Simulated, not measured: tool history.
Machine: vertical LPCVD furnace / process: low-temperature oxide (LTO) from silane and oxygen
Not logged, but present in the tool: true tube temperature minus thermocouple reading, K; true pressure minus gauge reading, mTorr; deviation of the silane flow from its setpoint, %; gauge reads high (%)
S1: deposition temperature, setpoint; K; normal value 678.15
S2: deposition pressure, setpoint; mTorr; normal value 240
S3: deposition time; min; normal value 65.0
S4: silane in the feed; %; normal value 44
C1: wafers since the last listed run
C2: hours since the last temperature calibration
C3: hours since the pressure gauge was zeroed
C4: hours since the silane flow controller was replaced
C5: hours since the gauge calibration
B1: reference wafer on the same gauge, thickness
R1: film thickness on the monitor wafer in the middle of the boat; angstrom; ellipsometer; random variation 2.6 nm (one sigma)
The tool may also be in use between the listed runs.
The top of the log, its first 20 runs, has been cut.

run,hour,S1,S2,S3,S4,C1,C2,C3,C4,C5,B1,R1
21,984.0,678.15,240,54.0,44,630,718.7,221.3,2311.9,172.3,780.95,6403.5
22,1016.1,678.15,240,65.0,44,467,750.8,253.4,2344.0,204.4,781.39,7663.0
23,1065.7,678.15,180,65.0,44,722,800.4,303.0,2393.6,254.0,781.84,5722.0
# hour 1116.2: silane flow controller replaced
24,1128.0,678.15,240,65.0,44,557,862.7,365.3,11.8,316.3,781.59,7563.9
25,1193.7,683.15,280,65.0,49,957,928.4,431.0,77.5,382.0,781.58,10262.7
26,1223.0,672.15,240,75.0,48,426,957.7,460.3,106.8,411.3,781.37,8940.9
27,1279.8,687.15,190,86.0,48,827,1014.5,517.1,163.6,468.1,780.62,9441.0
28,1323.3,678.15,240,65.0,44,633,1058.0,560.6,207.1,511.6,781.61,7635.7
29,1389.9,678.15,240,90.0,44,970,1124.6,627.2,273.7,578.2,780.76,10536.5
30,1461.4,678.15,240,65.0,44,1041,1196.1,698.7,345.2,649.7,781.65,7630.4
31,1668.5,678.15,215,72.0,44,3016,1403.2,905.8,552.3,856.8,780.40,7604.7
32,1702.3,678.15,205,65.0,44,492,1437.0,939.6,586.1,890.6,780.09,6537.8

What if the next run were any one of these 3? Each begins from the tool's condition after run 32:
A,1708.0,678.15,240,65.0,44,83,1442.7,945.3,591.8,896.3,?,?
B,1708.0,678.15,240,65.0,44,83,1442.7,945.3,591.8,896.3,?,?
C,1708.0,678.15,295,88.5,41,83,1442.7,945.3,591.8,896.3,?,?

run,B1,R1
A,780.96,7648.5
B,780.96,7648.5
C,780.96,11869.6
What these runs would have given with no unlogged condition in the tool:
run,R1
A,7414.6
B,7414.6
C,11487.7

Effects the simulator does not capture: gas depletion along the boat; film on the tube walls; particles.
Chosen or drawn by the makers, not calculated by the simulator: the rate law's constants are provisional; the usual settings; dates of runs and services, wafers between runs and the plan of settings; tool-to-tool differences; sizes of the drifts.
